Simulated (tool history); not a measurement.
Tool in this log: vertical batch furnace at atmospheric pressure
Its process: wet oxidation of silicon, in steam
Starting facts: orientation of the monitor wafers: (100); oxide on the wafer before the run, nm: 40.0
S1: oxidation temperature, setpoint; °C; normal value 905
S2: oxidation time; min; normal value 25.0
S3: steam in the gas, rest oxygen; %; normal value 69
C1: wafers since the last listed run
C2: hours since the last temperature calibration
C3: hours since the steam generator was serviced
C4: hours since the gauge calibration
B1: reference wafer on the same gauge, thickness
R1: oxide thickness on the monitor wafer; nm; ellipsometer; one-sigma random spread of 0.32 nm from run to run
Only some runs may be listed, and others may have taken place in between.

| run | day | S1 | S2 | S3 | C1 | C2 | C3 | C4 | B1 | R1 |
|---|---|---|---|---|---|---|---|---|---|---|
| 1 | 0.000 | 892 | 25.0 | 69 | 0 | 3252.5 | 2086.7 | 726.0 | 78.01 | 77.01 |
| 2 | 2.408 | 892 | 25.0 | 69 | 485 | 3310.3 | 2144.5 | 783.8 | 78.01 | 76.98 |
| 3 | 6.254 | 892 | 25.0 | 69 | 775 | 3402.6 | 2236.8 | 876.1 | 78.02 | 77.10 |
| 4 | 9.812 | 905 | 25.0 | 69 | 717 | 3488.0 | 2322.2 | 961.5 | 77.91 | 85.30 |
| 5 | 13.975 | 905 | 25.0 | 69 | 839 | 3587.9 | 2422.1 | 1061.4 | 78.03 | 85.36 |
| 6 | 17.838 | 905 | 25.0 | 69 | 779 | 3680.6 | 2514.8 | 1154.1 | 77.98 | 84.84 |
| 7 | 20.392 | 905 | 25.0 | 69 | 515 | 3741.9 | 2576.1 | 1215.4 | 78.04 | 85.38 |
| 8 | 22.008 | 905 | 25.0 | 69 | 326 | 3780.7 | 2614.9 | 1254.2 | 77.96 | 85.13 |
| 9 | 23.592 | 905 | 25.0 | 69 | 319 | 3818.7 | 2652.9 | 1292.2 | 78.02 | 85.56 |
|  | 25.771 | gauge calibrated |
| 10 | 27.096 | 905 | 25.0 | 69 | 706 | 3902.8 | 2737.0 | 31.8 | 77.96 | 84.77 |
| 11 | 30.542 | 920 | 33.0 | 74 | 695 | 3985.5 | 2819.7 | 114.5 | 78.04 | 116.81 |
|  | 33.592 | steam generator serviced |
| 12 | 34.554 | 914 | 37.5 | 78 | 607 | 4081.8 | 23.1 | 210.8 | 78.01 | 131.77 |
| 13 | 36.196 | 895 | 21.0 | 72 | 331 | 4121.2 | 62.5 | 250.2 | 77.99 | 76.66 |
| 14 | 40.488 | 905 | 25.0 | 69 | 865 | 4224.2 | 165.5 | 353.2 | 78.02 | 88.22 |
| 15 | 43.025 | 920 | 28.0 | 79 | 511 | 4285.1 | 226.4 | 414.1 | 78.02 | 114.15 |
|  | 44.217 | thermocouples replaced and temperature profile calibrated |
| 16 | 45.929 | 905 | 21.0 | 57 | 384 | 41.1 | 296.1 | 483.8 | 77.95 | 73.45 |
| 17 | 49.954 | 892 | 14.0 | 60 | 811 | 137.7 | 392.7 | 580.4 | 77.97 | 58.94 |
| 18 | 53.458 | 930 | 29.5 | 80 | 706 | 221.8 | 476.8 | 664.5 | 77.99 | 127.38 |
| 19 | 57.292 | 905 | 25.0 | 69 | 773 | 313.8 | 568.8 | 756.5 | 78.01 | 87.27 |

3 ways to go on from here, each from the tool as it stands after run 19. What would each give?
| A | 57.492 | 905 | 25.0 | 69 | 40 | 318.6 | 573.6 | 761.3 | ? | ? |
| B | 57.492 | 925 | 32.5 | 58 | 40 | 318.6 | 573.6 | 761.3 | ? | ? |
| C | 57.492 | 895 | 25.0 | 58 | 40 | 318.6 | 573.6 | 761.3 | ? | ? |

| run | B1 | R1 |
|---|---|---|
| A | 77.94 | 87.07 |
| B | 77.94 | 106.98 |
| C | 77.94 | 73.91 |
Stripped of hidden state, with their random variation kept, the same runs would have yielded:
| run | R1 |
|---|---|
| A | 88.96 |
| B | 109.59 |
| C | 75.29 |
